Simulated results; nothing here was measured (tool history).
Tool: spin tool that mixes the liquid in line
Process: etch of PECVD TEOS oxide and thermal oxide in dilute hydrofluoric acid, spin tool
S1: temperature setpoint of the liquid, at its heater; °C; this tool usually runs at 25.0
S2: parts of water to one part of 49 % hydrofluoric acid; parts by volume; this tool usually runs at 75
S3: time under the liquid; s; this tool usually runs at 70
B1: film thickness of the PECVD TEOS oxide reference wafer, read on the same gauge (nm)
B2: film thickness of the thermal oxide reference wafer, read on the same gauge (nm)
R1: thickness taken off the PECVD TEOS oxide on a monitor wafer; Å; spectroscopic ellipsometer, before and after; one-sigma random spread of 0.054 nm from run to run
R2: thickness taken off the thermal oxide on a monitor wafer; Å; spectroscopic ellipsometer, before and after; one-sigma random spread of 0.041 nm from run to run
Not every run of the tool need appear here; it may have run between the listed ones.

run	hour	S1	S2	S3	B1	B2	R1	R2
1	0.0	25.0	75	70	59.99	70.006	94.3	49.73
2	48.3	25.0	75	70	59.97	70.028	95.0	50.20
3	237.9	25.0	65	70	59.99	70.010	114.2	59.68
4	307.9	25.0	65	70	60.06	69.998	114.8	60.74
5	338.1	28.5	75	70	59.99	69.998	113.7	59.31
6	364.6	25.0	75	70	60.06	69.996	99.3	52.13
# hour 393.4: thermometer replaced
7	421.5	25.0	75	70	60.00	69.995	93.0	48.98
8	467.0	25.0	75	70	60.00	69.986	93.4	49.72
9	528.5	25.0	75	90	60.07	69.982	120.9	63.15
10	564.3	25.0	75	90	59.99	70.004	122.7	64.59
11	606.4	25.0	75	70	60.01	70.009	96.3	50.62
12	656.5	20.5	105	45	59.97	70.000	35.6	18.77
13	707.8	29.0	115	60	59.99	69.994	60.5	31.41
14	734.8	30.0	75	70	60.00	69.994	119.8	62.73
15	780.4	25.0	95	60	60.02	69.998	64.7	34.08
16	831.7	25.0	75	70	59.99	69.990	99.7	51.57
# hour 866.1: thermometer replaced
17	893.6	25.0	45	90	59.98	69.994	211.1	107.93
18	949.5	23.5	95	50	60.04	70.015	49.7	25.65
# hour 972.3: hydrofluoric acid flow meter replaced
# hour 983.9: gauge calibrated
19	994.1	25.0	75	70	60.00	70.006	90.2	48.11
20	1031.0	25.0	75	70	59.98	70.007	91.5	48.39
21	1060.6	28.5	60	70	60.03	70.000	133.9	70.57
22	1245.4	28.0	75	70	60.00	69.988	106.5	56.11
23	1316.4	25.0	75	70	59.97	70.006	94.6	50.43
# hour 1329.5: thermometer replaced
24	1367.2	21.0	75	85	59.97	69.991	91.8	48.80
25	1396.9	25.0	75	90	59.97	69.978	115.9	60.51

Each row is a separate what-if for the run after 25, all from the same tool condition, not one after another. Results?
A	1397.3	21.5	75	70	?	?	?	?
B	1397.3	25.0	95	70	?	?	?	?
C	1397.3	25.0	55	70	?	?	?	?
D	1397.3	22.5	115	35	?	?	?	?
E	1397.3	29.5	75	70	?	?	?	?

run	B1	B2	R1	R2
A	60.03	70.013	78.5	41.36
B	60.03	70.013	69.6	36.67
C	60.03	70.013	126.7	66.74
D	60.03	70.013	25.4	13.40
E	60.03	70.013	107.9	56.86
With the hidden condition removed and each run's random variation left untouched, the same runs would have given:
run	R1	R2
A	76.5	40.31
B	67.9	35.76
C	123.5	65.08
D	24.8	13.06
E	105.2	55.45
